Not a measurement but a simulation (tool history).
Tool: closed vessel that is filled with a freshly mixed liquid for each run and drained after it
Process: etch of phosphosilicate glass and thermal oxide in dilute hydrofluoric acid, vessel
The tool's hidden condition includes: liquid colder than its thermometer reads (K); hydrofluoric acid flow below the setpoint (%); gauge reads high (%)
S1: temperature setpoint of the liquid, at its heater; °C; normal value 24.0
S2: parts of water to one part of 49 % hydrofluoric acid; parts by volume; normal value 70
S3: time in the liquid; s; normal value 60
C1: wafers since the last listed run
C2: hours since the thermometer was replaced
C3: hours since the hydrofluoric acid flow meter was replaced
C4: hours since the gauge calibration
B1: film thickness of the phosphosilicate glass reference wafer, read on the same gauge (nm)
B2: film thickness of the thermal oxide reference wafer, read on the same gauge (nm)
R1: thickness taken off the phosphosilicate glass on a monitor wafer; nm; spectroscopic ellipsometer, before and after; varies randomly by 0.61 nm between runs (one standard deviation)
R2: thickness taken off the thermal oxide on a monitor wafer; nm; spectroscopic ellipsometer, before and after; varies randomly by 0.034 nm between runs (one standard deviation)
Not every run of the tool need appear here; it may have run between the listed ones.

run 1 hour=0.0 | S1=22.5 S2=70 S3=60 | C1=0 C2=1340.2 C3=196.2 C4=183.2 | B1=89.95 B2=40.003 | R1=61.13 R2=3.978
run 2 hour=17.0 | S1=22.5 S2=70 S3=60 | C1=2263 C2=1357.2 C3=213.2 C4=200.2 | B1=89.98 B2=39.970 | R1=62.08 R2=3.941
run 3 hour=31.6 | S1=26.5 S2=70 S3=60 | C1=1943 C2=1371.8 C3=227.8 C4=214.8 | B1=90.02 B2=39.972 | R1=72.83 R2=4.657
run 4 hour=44.4 | S1=24.0 S2=100 S3=60 | C1=1704 C2=1384.6 C3=240.6 C4=227.6 | B1=90.02 B2=39.987 | R1=44.56 R2=2.811
run 5 hour=71.0 | S1=22.5 S2=70 S3=45 | C1=3541 C2=1411.2 C3=267.2 C4=254.2 | B1=90.06 B2=39.967 | R1=46.20 R2=2.914
run 6 hour=88.0 | S1=24.0 S2=70 S3=60 | C1=2263 C2=1428.2 C3=284.2 C4=271.2 | B1=90.01 B2=39.956 | R1=66.05 R2=4.156
run 7 hour=115.2 | S1=24.0 S2=70 S3=60 | C1=3621 C2=1455.4 C3=311.4 C4=298.4 | B1=90.03 B2=39.996 | R1=66.45 R2=4.171
run 8 hour=145.3 | S1=24.0 S2=95 S3=60 | C1=4007 C2=1485.5 C3=341.5 C4=328.5 | B1=90.00 B2=40.013 | R1=47.81 R2=2.931
run 9 hour=173.1 | S1=27.0 S2=55 S3=60 | C1=3701 C2=1513.3 C3=369.3 C4=356.3 | B1=90.00 B2=39.989 | R1=95.94 R2=6.078
run 10 hour=201.7 | S1=24.0 S2=70 S3=60 | C1=3807 C2=1541.9 C3=397.9 C4=384.9 | B1=89.98 B2=40.009 | R1=65.27 R2=4.228
run 11 hour=231.5 | S1=25.5 S2=85 S3=85 | C1=3967 C2=1571.7 C3=427.7 C4=414.7 | B1=90.01 B2=39.973 | R1=79.52 R2=5.081
run 12 hour=257.0 | S1=22.0 S2=70 S3=60 | C1=3394 C2=1597.2 C3=453.2 C4=440.2 | B1=90.04 B2=40.004 | R1=59.87 R2=3.842
-- hour=274.0 hydrofluoric acid flow meter replaced
run 13 hour=279.1 | S1=22.5 S2=60 S3=35 | C1=2809 C2=1619.3 C3=5.1 C4=462.3 | B1=90.01 B2=40.011 | R1=43.11 R2=2.712
run 14 hour=293.7 | S1=27.5 S2=100 S3=95 | C1=1943 C2=1633.9 C3=19.7 C4=476.9 | B1=89.98 B2=39.978 | R1=80.80 R2=5.130
-- hour=296.8 thermometer replaced
run 15 hour=309.2 | S1=28.5 S2=80 S3=90 | C1=1930 C2=12.4 C3=35.2 C4=492.4 | B1=89.98 B2=39.999 | R1=103.14 R2=6.464
run 16 hour=329.0 | S1=28.0 S2=40 S3=90 | C1=2635 C2=32.2 C3=55.0 C4=512.2 | B1=90.00 B2=40.012 | R1=211.93 R2=13.471

What does the tool deliver on the next run?
run 17 hour=343.9 | S1=24.0 S2=70 S3=60 | C1=1983 C2=47.1 C3=69.9 C4=527.1 | B1=? B2=? | R1=? R2=?

{"run 17": {"B1": 89.98, "B2": 39.975, "R1": 65.89, "R2": 4.17}}
Without the tool's hidden state the same run would have given R1 65.89 nm, R2 4.170 nm.
